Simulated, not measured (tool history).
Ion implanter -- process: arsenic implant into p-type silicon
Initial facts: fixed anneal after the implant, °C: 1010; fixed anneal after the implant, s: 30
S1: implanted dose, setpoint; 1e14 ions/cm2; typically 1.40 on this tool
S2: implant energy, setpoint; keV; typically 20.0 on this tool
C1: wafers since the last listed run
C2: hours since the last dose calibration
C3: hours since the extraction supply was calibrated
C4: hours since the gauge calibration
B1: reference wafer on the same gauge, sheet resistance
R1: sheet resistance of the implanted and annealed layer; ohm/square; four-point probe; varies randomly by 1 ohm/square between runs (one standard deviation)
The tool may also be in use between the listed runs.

run   hour    S1    S2   C1      C2      C3     C4      B1      R1
  1    0.0  1.17  20.0    0  2298.5  4404.3   95.0  548.32  555.75
  2   14.9  1.67  23.5  143  2313.4  4419.2  109.9  547.70  421.07
  3   46.6  1.67  23.5  305  2345.1  4450.9  141.6  548.25  420.68
  4   80.6  1.14  20.0  327  2379.1  4484.9  175.6  547.79  567.46
  5  102.2  1.14  20.0  208  2400.7  4506.5  197.2  547.91  569.51
  6  115.4  1.14  20.0  127  2413.9  4519.7  210.4  548.31  568.21
  7  147.4  1.40  20.0  308  2445.9  4551.7  242.4  548.06  490.12
  8  169.3  1.40  20.0  211  2467.8  4573.6  264.3  548.59  489.20
  9  189.6  1.40  20.0  195  2488.1  4593.9  284.6  548.36  492.10
 10  216.6  1.40  20.0  260  2515.1  4620.9  311.6  548.15  489.85
 11  251.4  1.40  20.0  335  2549.9  4655.7  346.4  548.14  491.15
 12  283.3  1.40  20.0  307  2581.8  4687.6  378.3  548.10  493.23
 13  310.1  1.21  20.0  258  2608.6  4714.4  405.1  547.45  545.42
     315.4  -- gauge calibrated
 14  322.4  1.40  20.0  118  2620.9  4726.7    7.0  547.46  493.68
 15  338.4  1.40  20.0  154  2636.9  4742.7   23.0  548.06  490.67
 16  353.0  1.40  20.0  140  2651.5  4757.3   37.6  547.65  493.05
 17  377.1  1.19  22.5  232  2675.6  4781.4   61.7  547.42  543.52
 18  391.5  1.66  23.0  138  2690.0  4795.8   76.1  548.29  423.92
 19  421.2  1.40  20.0  286  2719.7  4825.5  105.8  548.20  494.80
     435.1  -- extraction supply calibrated
 20  456.1  1.64  16.5  259  2754.6    21.0  140.7  548.15  452.32
 21  488.7  1.40  20.0  314  2787.2    53.6  173.3  547.79  494.22
 22  501.7  1.71  16.0  125  2800.2    66.6  186.3  547.91  440.04
     520.8  -- Faraday cup replaced and dose calibrated
 23  530.9  1.01  15.5  204    10.1    95.8  215.5  548.06  622.89
 24  573.6  1.65  16.0  411    52.8   138.5  258.2  547.82  431.42
 25  594.0  1.80  26.5  196    73.2   158.9  278.6  547.79  377.64
 26  662.4  1.25  26.5  659   141.6   227.3  347.0  547.27  489.60
 27  694.7  1.73  26.5  311   173.9   259.6  379.3  548.27  388.08

List, for all runs, the conditions of the tool that the log does not record:
deviation of the true energy from its setpoint, %: 0 across all the runs
gauge reads high (%): 0 across all the runs
H1: deviation of the true dose from the Faraday cup's reading, %
run       H1
  1    -4.73
  2    -4.76
  3    -4.83
  4     -4.9
  5    -4.94
  6    -4.97
  7    -5.03
  8    -5.08
  9    -5.12
 10    -5.17
 11    -5.24
 12    -5.31
 13    -5.36
 14    -5.39
 15    -5.42
 16    -5.45
 17     -5.5
 18    -5.53
 19    -5.59
 20    -5.66
 21    -5.73
 22    -5.75
 23    0.195
 24    0.108
 25    0.067
 26  -0.0717
 27   -0.137
